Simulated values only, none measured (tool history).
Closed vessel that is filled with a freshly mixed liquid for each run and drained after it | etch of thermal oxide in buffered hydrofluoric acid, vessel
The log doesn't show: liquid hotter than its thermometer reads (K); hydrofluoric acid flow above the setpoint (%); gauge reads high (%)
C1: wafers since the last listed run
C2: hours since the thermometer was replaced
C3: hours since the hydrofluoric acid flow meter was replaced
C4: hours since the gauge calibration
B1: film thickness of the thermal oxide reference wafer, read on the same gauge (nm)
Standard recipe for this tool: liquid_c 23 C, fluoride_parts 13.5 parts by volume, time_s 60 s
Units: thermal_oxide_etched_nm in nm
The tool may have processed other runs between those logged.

{"run": 1, "day": 0.0, "liquid_c": 23, "fluoride_parts": 13.5, "time_s": 60, "C1": 0, "C2": 1615.7, "C3": 1167.4, "C4": 1149.1, "B1": 110, "thermal_oxide_etched_nm": 50.71}
{"run": 2, "day": 2.488, "liquid_c": 23, "fluoride_parts": 13.5, "time_s": 60, "C1": 6498, "C2": 1675.4, "C3": 1227.1, "C4": 1208.8, "B1": 110.03, "thermal_oxide_etched_nm": 50.83}
{"run": 3, "day": 3.617, "liquid_c": 23, "fluoride_parts": 13.5, "time_s": 60, "C1": 2949, "C2": 1702.5, "C3": 1254.2, "C4": 1235.9, "B1": 110.01, "thermal_oxide_etched_nm": 50.53}
{"run": 4, "day": 6.033, "liquid_c": 23, "fluoride_parts": 13.5, "time_s": 60, "C1": 6313, "C2": 1760.5, "C3": 1312.2, "C4": 1293.9, "B1": 110.02, "thermal_oxide_etched_nm": 51.16}
{"run": 5, "day": 7.188, "liquid_c": 23, "fluoride_parts": 11.5, "time_s": 60, "C1": 3015, "C2": 1788.2, "C3": 1339.9, "C4": 1321.6, "B1": 110.03, "thermal_oxide_etched_nm": 60.26}
{"run": 6, "day": 9.9, "liquid_c": 20, "fluoride_parts": 13.5, "time_s": 60, "C1": 7086, "C2": 1853.3, "C3": 1405, "C4": 1386.7, "B1": 110, "thermal_oxide_etched_nm": 43.57}
{"day": 10.712, "done": "gauge calibrated"}
{"run": 7, "day": 10.979, "liquid_c": 20, "fluoride_parts": 13.5, "time_s": 60, "C1": 2819, "C2": 1879.2, "C3": 1430.9, "C4": 6.4, "B1": 109.98, "thermal_oxide_etched_nm": 43.47}
{"run": 8, "day": 12.667, "liquid_c": 20, "fluoride_parts": 13.5, "time_s": 60, "C1": 4408, "C2": 1919.7, "C3": 1471.4, "C4": 46.9, "B1": 109.99, "thermal_oxide_etched_nm": 43.74}
{"run": 9, "day": 15.012, "liquid_c": 23, "fluoride_parts": 13.5, "time_s": 60, "C1": 6128, "C2": 1976, "C3": 1527.7, "C4": 103.2, "B1": 109.99, "thermal_oxide_etched_nm": 51.61}
{"run": 10, "day": 17.754, "liquid_c": 19.5, "fluoride_parts": 18, "time_s": 75, "C1": 7162, "C2": 2041.8, "C3": 1593.5, "C4": 169, "B1": 110, "thermal_oxide_etched_nm": 40.27}
{"run": 11, "day": 18.833, "liquid_c": 23, "fluoride_parts": 13.5, "time_s": 60, "C1": 2819, "C2": 2067.7, "C3": 1619.4, "C4": 194.9, "B1": 110.02, "thermal_oxide_etched_nm": 51.55}
{"run": 12, "day": 20.829, "liquid_c": 18.5, "fluoride_parts": 15, "time_s": 30, "C1": 5213, "C2": 2115.6, "C3": 1667.3, "C4": 242.8, "B1": 109.98, "thermal_oxide_etched_nm": 18.48}
{"run": 13, "day": 22.283, "liquid_c": 23, "fluoride_parts": 9.5, "time_s": 80, "C1": 3798, "C2": 2150.5, "C3": 1702.2, "C4": 277.7, "B1": 110.01, "thermal_oxide_etched_nm": 95.22}
{"run": 14, "day": 23.625, "liquid_c": 19.5, "fluoride_parts": 13.5, "time_s": 60, "C1": 3504, "C2": 2182.7, "C3": 1734.4, "C4": 309.9, "B1": 110.01, "thermal_oxide_etched_nm": 42.97}
{"run": 15, "day": 24.671, "liquid_c": 23, "fluoride_parts": 13.5, "time_s": 60, "C1": 2732, "C2": 2207.8, "C3": 1759.5, "C4": 335, "B1": 110.01, "thermal_oxide_etched_nm": 51.85}
{"run": 16, "day": 27.038, "liquid_c": 26.5, "fluoride_parts": 13.5, "time_s": 40, "C1": 6182, "C2": 2264.6, "C3": 1816.3, "C4": 391.8, "B1": 110.02, "thermal_oxide_etched_nm": 42.08}
{"run": 17, "day": 28.888, "liquid_c": 23, "fluoride_parts": 13.5, "time_s": 60, "C1": 4832, "C2": 2309, "C3": 1860.7, "C4": 436.2, "B1": 110.01, "thermal_oxide_etched_nm": 51.39}
{"day": 30.683, "done": "thermometer replaced"}
{"run": 18, "day": 31.212, "liquid_c": 26.5, "fluoride_parts": 11.5, "time_s": 60, "C1": 5964, "C2": 12.7, "C3": 1916.5, "C4": 492, "B1": 109.99, "thermal_oxide_etched_nm": 74.58}
{"run": 19, "day": 33.104, "liquid_c": 20.5, "fluoride_parts": 13.5, "time_s": 30, "C1": 4941, "C2": 58.1, "C3": 1961.9, "C4": 537.4, "B1": 109.98, "thermal_oxide_etched_nm": 22.9}
{"run": 20, "day": 35.325, "liquid_c": 18.5, "fluoride_parts": 13.5, "time_s": 60, "C1": 5801, "C2": 111.4, "C3": 2015.2, "C4": 590.7, "B1": 110.03, "thermal_oxide_etched_nm": 40.5}
{"day": 36.683, "done": "hydrofluoric acid flow meter replaced"}
{"run": 21, "day": 37.896, "liquid_c": 27.5, "fluoride_parts": 11, "time_s": 35, "C1": 6607, "C2": 173.1, "C3": 29.1, "C4": 652.4, "B1": 109.98, "thermal_oxide_etched_nm": 43.86}
{"run": 22, "day": 40.508, "liquid_c": 23, "fluoride_parts": 17, "time_s": 40, "C1": 6824, "C2": 235.8, "C3": 91.8, "C4": 715.1, "B1": 110.01, "thermal_oxide_etched_nm": 25.7}
{"run": 23, "day": 41.688, "liquid_c": 28, "fluoride_parts": 17.5, "time_s": 60, "C1": 3080, "C2": 264.1, "C3": 120.1, "C4": 743.4, "B1": 110, "thermal_oxide_etched_nm": 49.26}
{"run": 24, "day": 43.904, "liquid_c": 28, "fluoride_parts": 17, "time_s": 30, "C1": 5790, "C2": 317.3, "C3": 173.3, "C4": 796.6, "B1": 109.98, "thermal_oxide_etched_nm": 25.61}
{"run": 25, "day": 46.308, "liquid_c": 23, "fluoride_parts": 13.5, "time_s": 95, "C1": 6280, "C2": 375, "C3": 231, "C4": 854.3, "B1": 110, "thermal_oxide_etched_nm": 77.55}
{"run": 26, "day": 49.262, "liquid_c": 27, "fluoride_parts": 13.5, "time_s": 90, "C1": 7717, "C2": 445.9, "C3": 301.9, "C4": 925.2, "B1": 110, "thermal_oxide_etched_nm": 91.45}
{"run": 27, "day": 51.112, "liquid_c": 25, "fluoride_parts": 12, "time_s": 35, "C1": 4832, "C2": 490.3, "C3": 346.3, "C4": 969.6, "B1": 110.01, "thermal_oxide_etched_nm": 35.77}
{"run": 28, "day": 59.321, "liquid_c": 23, "fluoride_parts": 13.5, "time_s": 60, "C1": 21443, "C2": 687.3, "C3": 543.3, "C4": 1166.6, "B1": 110.01, "thermal_oxide_etched_nm": 49.92}
{"run": 29, "day": 60.592, "liquid_c": 25.5, "fluoride_parts": 10, "time_s": 30, "C1": 3319, "C2": 717.8, "C3": 573.8, "C4": 1197.1, "B1": 110.02, "thermal_oxide_etched_nm": 38.2}
{"run": 30, "day": 61.842, "liquid_c": 23, "fluoride_parts": 13.5, "time_s": 60, "C1": 3265, "C2": 747.8, "C3": 603.8, "C4": 1227.1, "B1": 109.97, "thermal_oxide_etched_nm": 50.09}
{"run": 31, "day": 63.662, "liquid_c": 23, "fluoride_parts": 13.5, "time_s": 60, "C1": 4756, "C2": 791.5, "C3": 647.5, "C4": 1270.8, "B1": 110.01, "thermal_oxide_etched_nm": 49.54}
{"day": 64.171, "done": "gauge calibrated"}
{"run": 32, "day": 64.788, "liquid_c": 23, "fluoride_parts": 13.5, "time_s": 60, "C1": 2938, "C2": 818.5, "C3": 674.5, "C4": 14.8, "B1": 109.99, "thermal_oxide_etched_nm": 49.71}
{"run": 33, "day": 67.354, "liquid_c": 24.5, "fluoride_parts": 9, "time_s": 80, "C1": 6705, "C2": 880.1, "C3": 736.1, "C4": 76.4, "B1": 109.98, "thermal_oxide_etched_nm": 104.56}

State the hidden condition of the tool at each of the runs:
liquid hotter than its thermometer reads (K): 0 across all the runs
gauge reads high (%): 0 across all the runs
H1: hydrofluoric acid flow above the setpoint (%)
run=1 H1=5.03
run=2 H1=5.29
run=3 H1=5.4
run=4 H1=5.65
run=5 H1=5.77
run=6 H1=6.05
run=7 H1=6.16
run=8 H1=6.34
run=9 H1=6.58
run=10 H1=6.86
run=11 H1=6.98
run=12 H1=7.18
run=13 H1=7.33
run=14 H1=7.47
run=15 H1=7.58
run=16 H1=7.82
run=17 H1=8.01
run=18 H1=8.25
run=19 H1=8.45
run=20 H1=8.68
run=21 H1=0.581
run=22 H1=0.851
run=23 H1=0.973
run=24 H1=1.2
run=25 H1=1.45
run=26 H1=1.76
run=27 H1=1.95
run=28 H1=2.8
run=29 H1=2.93
run=30 H1=3.06
run=31 H1=3.24
run=32 H1=3.36
run=33 H1=3.63
